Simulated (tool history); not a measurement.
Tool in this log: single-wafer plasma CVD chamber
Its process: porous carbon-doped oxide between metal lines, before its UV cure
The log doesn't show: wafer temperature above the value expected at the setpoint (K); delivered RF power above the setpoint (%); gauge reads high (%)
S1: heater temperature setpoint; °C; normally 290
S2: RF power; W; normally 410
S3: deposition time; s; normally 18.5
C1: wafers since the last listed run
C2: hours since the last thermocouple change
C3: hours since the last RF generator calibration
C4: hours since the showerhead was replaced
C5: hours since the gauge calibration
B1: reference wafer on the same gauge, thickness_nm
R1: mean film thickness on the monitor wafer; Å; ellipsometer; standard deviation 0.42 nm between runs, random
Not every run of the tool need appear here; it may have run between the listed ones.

run,day,S1,S2,S3,C1,C2,C3,C4,C5,B1,R1
1,0,290,410,18.5,0,647.3,1300.7,2552.8,1265.2,86.951,914.93
2,2.3,290,410,18.5,2639,702.5,1355.9,2608,1320.4,86.853,915.35
3,4.254,290,410,18.5,2242,749.4,1402.8,2654.9,1367.3,86.907,903.09
4,14.358,290,410,18.5,11595,991.9,1645.3,2897.4,1609.8,86.894,912.62
5,17.796,290,410,18.5,3944,1074.4,1727.8,2979.9,1692.3,86.853,917.94
6,19.412,290,410,20.7,1855,1113.2,1766.6,3018.7,1731.1,86.989,1019.36
7,23.579,290,410,20.7,4781,1213.2,1866.6,3118.7,1831.1,86.927,1016.04
8,26.638,290,410,20.7,3509,1286.6,1940,3192.1,1904.5,86.861,1015.93
9,29.596,301,410,18.5,3395,1357.6,2011,3263.1,1975.5,86.77,864.63
# day 32.038: gauge calibrated
10,34.092,301,410,18.5,5159,1465.5,2118.9,3371,49.3,86.984,858.98
11,37.958,301,410,18.5,4437,1558.3,2211.7,3463.8,142.1,86.769,860.68
12,40.154,290,410,18.5,2519,1611,2264.4,3516.5,194.8,86.9,919.36
# day 45.392: thermocouple changed; heater temperature recalibrated
# day 46.575: RF generator calibrated
13,47.008,297,470,18.5,7100,38.8,10.4,3681,359.3,86.824,990.94
14,48.533,303,480,18.5,1750,75.4,47,3717.6,395.9,86.854,973.99
15,52.592,290,410,18.5,4657,172.8,144.4,3815,493.3,86.773,914.95
# day 54.479: showerhead replaced
16,56.804,290,410,20.7,4451,273.9,245.5,55.8,594.4,86.95,1015.86
17,59.054,290,330,18.5,2582,327.9,299.5,109.8,648.4,86.941,726.36
18,61.779,290,455,19.7,3127,393.3,364.9,175.2,713.8,86.84,1063.65
19,65.358,290,375,20.7,4107,479.2,450.8,261.1,799.7,86.846,928.38
20,67.458,286,360,21.5,2409,529.6,501.2,311.5,850.1,86.839,945.67
21,69.783,277,345,16.7,2668,585.4,557,367.3,905.9,86.919,743.33
22,72.925,290,460,17.5,3605,660.8,632.4,442.7,981.3,86.948,956.75
23,76.633,290,410,21.3,4255,749.8,721.4,531.7,1070.3,86.915,1048.48

Each row is a separate what-if for the run after 23, all from the same tool condition, not one after another. Results?
A,76.65,290,410,18.5,19,750.2,721.8,532.1,1070.7,?,?
B,76.65,285,380,18.5,19,750.2,721.8,532.1,1070.7,?,?
C,76.65,290,365,18.5,19,750.2,721.8,532.1,1070.7,?,?
D,76.65,296,410,18.5,19,750.2,721.8,532.1,1070.7,?,?

run,B1,R1
A,86.921,913.7
B,86.921,870.69
C,86.921,813.04
D,86.921,885.64
Without the tool's hidden state the same runs would have given:
run,R1
A,913.7
B,870.69
C,813.04
D,885.64

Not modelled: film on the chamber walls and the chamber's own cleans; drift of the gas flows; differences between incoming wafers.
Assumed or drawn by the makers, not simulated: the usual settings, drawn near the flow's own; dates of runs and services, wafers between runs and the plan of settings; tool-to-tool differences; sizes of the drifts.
